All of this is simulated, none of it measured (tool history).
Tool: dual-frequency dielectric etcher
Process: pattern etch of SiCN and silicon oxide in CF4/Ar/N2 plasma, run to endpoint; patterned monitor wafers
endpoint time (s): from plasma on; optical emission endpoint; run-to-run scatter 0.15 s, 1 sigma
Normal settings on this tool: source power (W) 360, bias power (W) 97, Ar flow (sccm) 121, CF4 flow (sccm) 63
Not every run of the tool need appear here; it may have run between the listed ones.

| run | hour | source power (W) | bias power (W) | Ar flow (sccm) | CF4 flow (sccm) | incoming incoming film thickness, nm | endpoint time (s) |
|---|---|---|---|---|---|---|---|
| 1 | 0.0 | 360 | 97 | 121 | 63 | 14.19 | 17.8 |
| 2 | 11.9 | 360 | 97 | 121 | 63 | 14.31 | 17.9 |
| 3 | 27.4 | 360 | 97 | 121 | 63 | 14.16 | 17.2 |
| 4 | 33.7 | 360 | 97 | 121 | 63 | 14.18 | 17.2 |
| 5 | 43.9 | 360 | 87 | 121 | 63 | 14.15 | 18.1 |
| 6 | 51.6 | 360 | 97 | 121 | 63 | 14.19 | 17.5 |
| 7 | 69.0 | 360 | 97 | 121 | 63 | 14.19 | 17.5 |
|  | 84.1 | source power generator calibrated |
| 8 | 84.6 | 360 | 97 | 121 | 63 | 14.13 | 17.5 |
|  | 98.7 | bias power generator calibrated |
|  | 113.7 | Ar flow controller replaced |
|  | 119.5 | wet clean of the chamber |
| 9 | 120.0 | 360 | 97 | 121 | 63 | 14.10 | 17.2 |
| 10 | 120.3 | 360 | 97 | 109 | 63 | 14.08 | 17.1 |
| 11 | 127.1 | 360 | 97 | 109 | 63 | 14.13 | 17.0 |
| 12 | 170.7 | 300 | 120 | 132 | 63 | 14.19 | 20.2 |
| 13 | 182.7 | 360 | 97 | 121 | 63 | 14.39 | 18.0 |
|  | 210.1 | upper electrode replaced |
| 14 | 210.6 | 360 | 97 | 121 | 72 | 14.16 | 17.4 |
| 15 | 210.9 | 360 | 97 | 121 | 63 | 14.34 | 17.8 |
| 16 | 224.6 | 410 | 83 | 105 | 63 | 14.20 | 15.8 |
|  | 233.3 | CF4 flow controller replaced |
| 17 | 236.2 | 360 | 117 | 147 | 63 | 14.18 | 16.8 |
| 18 | 243.9 | 360 | 97 | 102 | 63 | 14.33 | 16.9 |
| 19 | 252.4 | 380 | 76 | 121 | 52 | 14.23 | 18.7 |
| 20 | 265.3 | 300 | 120 | 132 | 63 | 14.23 | 20.2 |
| 21 | 274.0 | 420 | 111 | 98 | 63 | 14.28 | 13.7 |
| 22 | 287.8 | 360 | 84 | 92 | 63 | 14.18 | 17.4 |
| 23 | 304.3 | 360 | 113 | 121 | 63 | 14.15 | 16.3 |

What will run 24 give?
| 24 | 310.5 | 360 | 97 | 121 | 77 | 14.26 | ? |

endpoint time (s): 17.0
Minus the tool's unlogged condition, the same run would have read endpoint time (s) 17.0.
